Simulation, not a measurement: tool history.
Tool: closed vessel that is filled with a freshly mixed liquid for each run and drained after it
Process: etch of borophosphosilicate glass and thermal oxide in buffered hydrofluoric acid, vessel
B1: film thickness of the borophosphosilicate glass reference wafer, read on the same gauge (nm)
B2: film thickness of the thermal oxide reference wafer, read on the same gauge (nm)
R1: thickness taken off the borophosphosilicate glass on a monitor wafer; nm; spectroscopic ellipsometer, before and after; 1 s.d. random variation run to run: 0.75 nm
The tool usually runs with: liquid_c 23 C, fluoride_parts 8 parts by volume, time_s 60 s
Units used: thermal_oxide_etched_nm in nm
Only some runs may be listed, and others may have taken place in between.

Run 1, hour 0: usual settings but liquid_c 20 C, time_s 30 s; B1 30.01; B2 109.98. Result: R1 44.41 nm, thermal_oxide_etched_nm 32.78 nm.
Run 2, hour 17.9: usual settings but fluoride_parts 8.5 parts by volume; B1 29.97; B2 110.03. Result: R1 99.86 nm, thermal_oxide_etched_nm 73.02 nm.
Run 3, hour 24.7: usual settings but time_s 35 s; B1 29.99; B2 110.01. Result: R1 60.99 nm, thermal_oxide_etched_nm 44.43 nm.
Run 4, hour 30.9: usual settings but liquid_c 25 C, fluoride_parts 10.5 parts by volume, time_s 50 s; B1 29.99; B2 110. Result: R1 75.92 nm, thermal_oxide_etched_nm 56.15 nm.
Run 5, hour 41.7: usual settings but liquid_c 27 C, fluoride_parts 7 parts by volume; B1 30; B2 110. Result: R1 147.67 nm, thermal_oxide_etched_nm 109.51 nm.
Run 6, hour 56.4: usual settings but fluoride_parts 9.5 parts by volume, time_s 40 s; B1 29.97; B2 110. Result: R1 60.45 nm, thermal_oxide_etched_nm 44.13 nm.
Run 7, hour 66.5: usual settings but liquid_c 26.5 C, time_s 30 s; B1 30.03; B2 110. Result: R1 62.63 nm, thermal_oxide_etched_nm 46.13 nm.
Run 8, hour 81: usual settings but liquid_c 26 C, time_s 40 s; B1 30.01; B2 109.99. Result: R1 80.2 nm, thermal_oxide_etched_nm 59.47 nm.
Run 9, hour 89.9: usual settings but liquid_c 19 C; B1 30.01; B2 109.99. Result: R1 83.76 nm, thermal_oxide_etched_nm 61.39 nm.
Run 10, hour 96.1: usual settings; B1 30.02; B2 110.01. Result: R1 103.29 nm, thermal_oxide_etched_nm 76.24 nm.
Run 11, hour 108.8: usual settings; B1 30.02; B2 110.01. Result: R1 103.55 nm, thermal_oxide_etched_nm 76.51 nm.
At hour 116.2: hydrofluoric acid flow meter replaced.
Run 12, hour 122.3: usual settings but time_s 75 s; B1 30; B2 109.98. Result: R1 145.09 nm, thermal_oxide_etched_nm 106.36 nm.
Run 13, hour 131: usual settings but liquid_c 21.5 C, fluoride_parts 10.5 parts by volume; B1 30.01; B2 110.01. Result: R1 83.97 nm, thermal_oxide_etched_nm 61.98 nm.
Run 14, hour 140.8: usual settings but liquid_c 18 C, time_s 80 s; B1 30.01; B2 110. Result: R1 118.59 nm, thermal_oxide_etched_nm 87.02 nm.
At hour 144.4: thermometer replaced.
Run 15, hour 151.1: usual settings but liquid_c 25.5 C; B1 29.96; B2 110.02. Result: R1 114.17 nm, thermal_oxide_etched_nm 85.4 nm.
Run 16, hour 159.5: usual settings; B1 30.01; B2 110.03. Result: R1 100.25 nm, thermal_oxide_etched_nm 73.57 nm.
Run 17, hour 166.1: usual settings; B1 29.98; B2 110.01. Result: R1 101.44 nm, thermal_oxide_etched_nm 74.15 nm.
Run 18, hour 181.3: usual settings; B1 30; B2 110.01. Result: R1 100.84 nm, thermal_oxide_etched_nm 73.93 nm.
Run 19, hour 193.5: usual settings but fluoride_parts 5.5 parts by volume; B1 30; B2 110. Result: R1 144.87 nm, thermal_oxide_etched_nm 105.66 nm.
Run 20, hour 208.9: usual settings but liquid_c 21.5 C, fluoride_parts 6 parts by volume; B1 30.02; B2 109.97. Result: R1 124.16 nm, thermal_oxide_etched_nm 90.34 nm.
Run 21, hour 225.6: usual settings but liquid_c 26.5 C, time_s 30 s; B1 29.99; B2 110. Result: R1 60.94 nm, thermal_oxide_etched_nm 44.8 nm.
Run 22, hour 238.6: usual settings but liquid_c 21.5 C, fluoride_parts 5.5 parts by volume, time_s 85 s; B1 29.99; B2 110.01. Result: R1 189.22 nm, thermal_oxide_etched_nm 138.29 nm.
Run 23, hour 249.4: usual settings but liquid_c 21 C; B1 30.01; B2 110.01. Result: R1 89.65 nm, thermal_oxide_etched_nm 66.64 nm.
Run 24, hour 266.8: usual settings but fluoride_parts 11 parts by volume; B1 29.98; B2 110. Result: R1 75.76 nm, thermal_oxide_etched_nm 55.97 nm.
Run 25, hour 275.8: usual settings but liquid_c 28 C, fluoride_parts 9 parts by volume, time_s 30 s; B1 30; B2 110.02. Result: R1 58.81 nm, thermal_oxide_etched_nm 43.16 nm.

Results per run with the tool's hidden condition removed, run-to-run variation unchanged:
Hidden state at play: liquid hotter than its thermometer reads (K); hydrofluoric acid flow below the setpoint (%); gauge reads high (%).
run      R1  thermal_oxide_etched_nm
  1   42.41                    31.21
  2   93.77                    68.38
  3    58.4                    42.42
  4   71.98                    53.12
  5  141.96                   104.96
  6   56.21                    40.92
  7   60.19                    44.21
  8   77.06                    56.98
  9   79.93                    58.37
 10   98.93                    72.81
 11   99.19                    73.06
 12  124.13                    90.81
 13   71.68                     52.8
 14  100.99                    73.92
 15  112.51                    84.13
 16   98.78                    72.47
 17   99.93                    73.02
 18   99.31                    72.77
 19  142.44                   103.82
 20  121.99                     88.7
 21   60.06                    44.14
 22  185.83                   135.69
 23   88.25                    65.57
 24   74.46                    54.98
 25   57.55                    42.21
